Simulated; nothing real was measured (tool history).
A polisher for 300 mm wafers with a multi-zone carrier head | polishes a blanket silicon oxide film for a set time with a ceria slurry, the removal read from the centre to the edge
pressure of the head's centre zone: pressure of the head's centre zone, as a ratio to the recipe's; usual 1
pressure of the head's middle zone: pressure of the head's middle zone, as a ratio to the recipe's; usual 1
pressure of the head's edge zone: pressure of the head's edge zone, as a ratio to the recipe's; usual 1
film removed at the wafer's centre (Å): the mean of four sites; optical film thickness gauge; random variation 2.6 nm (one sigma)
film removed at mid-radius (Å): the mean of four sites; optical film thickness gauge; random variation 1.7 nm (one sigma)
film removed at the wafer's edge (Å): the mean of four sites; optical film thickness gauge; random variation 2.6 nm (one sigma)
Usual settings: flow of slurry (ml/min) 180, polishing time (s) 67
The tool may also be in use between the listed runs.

run    hour  flow of slurry (ml/min)  pressure of the head's centre zone  pressure of the head's middle zone  pressure of the head's edge zone  polishing time (s)  wafers since the last listed run  wafers polished on this pad  hours since the slurry nozzle was cleaned  hours since the centre zone pressure was calibrated  hours since the edge zone pressure was calibrated  hours since the carrier head's membrane was replaced  incoming thickness of the incoming film, nm  film removed at the wafer's centre (Å)  film removed at mid-radius (Å)  film removed at the wafer's edge (Å)
  1       0                      180                                   1                                   1                              1.07                  67                                 0                         1042                                      605.2                                                852.6                                                 42                                                 159.6                                       1684.7                                    2068                            2062                                  2076
  2    64.9                      180                                   1                                   1                              1.07                  67                               565                         1607                                      670.1                                                917.5                                              106.9                                                 224.5                                       1626.2                                    2086                            2064                                  2050
       88.9  -- slurry nozzle cleaned
  3   128.6                      180                                   1                                   1                                 1                  67                               546                         2154                                       39.7                                                981.2                                              170.6                                                 288.2                                       1657.5                                    2033                            2011                                  1970
  4   174.4                      180                                   1                                   1                                 1                  67                               399                         2553                                       85.5                                                 1027                                              216.4                                                   334                                       1651.8                                    2048                            2027                                  1950
  5   222.7                      180                                   1                                   1                                 1                  67                               421                         2974                                      133.8                                               1075.3                                              264.7                                                 382.3                                       1643.5                                    2005                            2031                                  2001
  6     254                      180                                 1.1                                   1                              1.08                  67                               272                         3247                                      165.1                                               1106.6                                                296                                                 413.6                                       1646.4                                    2223                            2000                                  2009
      304.6  -- centre zone pressure recalibrated
  7   308.5                      220                                1.07                                   1                              0.95                  67                               457                         3705                                      219.6                                                  3.9                                              350.5                                                 468.1                                       1617.4                                    2206                            2091                                  2006
  8   336.6                      180                                   1                                   1                                 1                  67                               244                         3949                                      247.7                                                   32                                              378.6                                                 496.2                                       1664.4                                    2059                            1987                                  1936
      345.4  -- worn pad replaced by a new one, of another model than before
  9     408                      210                                   1                                0.95                                 1                  89                               587                          545                                      319.1                                                103.4                                                450                                                 567.6                                       1643.5                                    2862                            2742                                  2726
 10   449.7                      180                                0.93                                0.89                              1.08                  87                               363                          908                                      360.8                                                145.1                                              491.7                                                 609.3                                         1661                                    2569                            2439                                  2680
 11   521.1                      180                                1.09                                   1                              0.92                  67                               622                         1531                                      432.2                                                216.5                                              563.1                                                 680.7                                       1677.7                                    2212                            2047                                  1904
        562  -- edge zone pressure recalibrated
 12   579.8                      155                                 0.9                                   1                              0.89                  79                               494                         2025                                      490.9                                                275.2                                               17.8                                                 739.4                                       1655.3                                    2032                            2274                                  2188
 13   618.2                      180                                1.07                                   1                                 1                  67                               334                         2360                                      529.3                                                313.6                                               56.2                                                 777.8                                       1639.2                                    2113                            2039                                  1983
 14   663.8                      135                                   1                                   1                                 1                  79                               397                         2757                                      574.9                                                359.2                                              101.8                                                 823.4                                       1683.2                                    2105                            2109                                  2139
      705.7  -- worn pad replaced by a new one
 15   716.3                      180                                   1                                   1                                 1                  67                               422                           92                                      627.4                                                411.7                                              154.3                                                 875.9                                       1640.8                                    2115                            2097                                  2041
      740.4  -- carrier head's membrane replaced by a new one
      778.3  -- slurry nozzle cleaned
 16   778.8                      180                                   1                                 0.9                              1.04                  67                               492                          584                                        0.5                                                474.2                                              216.8                                                  38.4                                       1644.1                                    2094                            1869                                  2025
 17   809.7                      220                                   1                                   1                              1.11                  67                               269                          854                                       31.4                                                505.1                                              247.7                                                  69.3                                       1662.4                                    2186                            2122                                  2123
 18   854.3                      180                                1.11                                   1                              1.04                  67                               388                         1242                                         76                                                549.7                                              292.3                                                 113.9                                       1651.4                                    2267                            2033                                  2067
 19   937.6                      180                                   1                                   1                                 1                  67                               726                         1968                                      159.3                                                  633                                              375.6                                                 197.2                                       1644.7                                    2059                            2008                                  1997
     1077.4  -- worn pad replaced by a new one
 20  1138.3                      180                                 0.9                                   1                                 1                  50                              1714                          530                                        360                                                833.7                                              576.3                                                 397.9                                       1647.6                                    1407                            1540                                  1534
     1151.5  -- edge zone pressure recalibrated
 21  1225.5                      180                                   1                                   1                                 1                  67                               742                         1273                                      447.2                                                920.9                                                 74                                                 485.1                                       1633.5                                    2036                            2045                                  1968
     1327.1  -- centre zone pressure recalibrated
 22  1376.5                      180                                   1                                1.07                                 1                  67                              1298                         2572                                      598.2                                                 49.4                                                225                                                 636.1                                       1645.5                                    2065                            2130                                  1965

4 ways to go on from here, each from the tool as it stands after run 22. What would each give?
  A  1376.9                      180                                   1                                   1                                 1                  67                                 3                         2575                                      598.6                                                 49.8                                              225.4                                                 636.5                                         1661                                       ?                               ?                                     ?
  B  1376.9                      180                                   1                                1.06                              1.08                  67                                 3                         2575                                      598.6                                                 49.8                                              225.4                                                 636.5                                         1661                                       ?                               ?                                     ?
  C  1376.9                      140                                   1                                0.95                                 1                  67                                 3                         2575                                      598.6                                                 49.8                                              225.4                                                 636.5                                         1661                                       ?                               ?                                     ?
  D  1376.9                      220                                1.11                                   1                                 1                  55                                 3                         2575                                      598.6                                                 49.8                                              225.4                                                 636.5                                         1661                                       ?                               ?                                     ?

run  film removed at the wafer's centre (Å)  film removed at mid-radius (Å)  film removed at the wafer's edge (Å)
  A                                    1969                            2039                                  1980
  B                                    1970                            2142                                  2038
  C                                    1781                            1787                                  1861
  D                                    1867                            1745                                  1678
Without the tool's hidden state the same runs would have given:
run  film removed at the wafer's centre (Å)  film removed at mid-radius (Å)  film removed at the wafer's edge (Å)
  A                                    2070                            2143                                  2081
  B                                    2071                            2251                                  2142
  C                                    1872                            1879                                  1956
  D                                    1963                            1834                                  1763
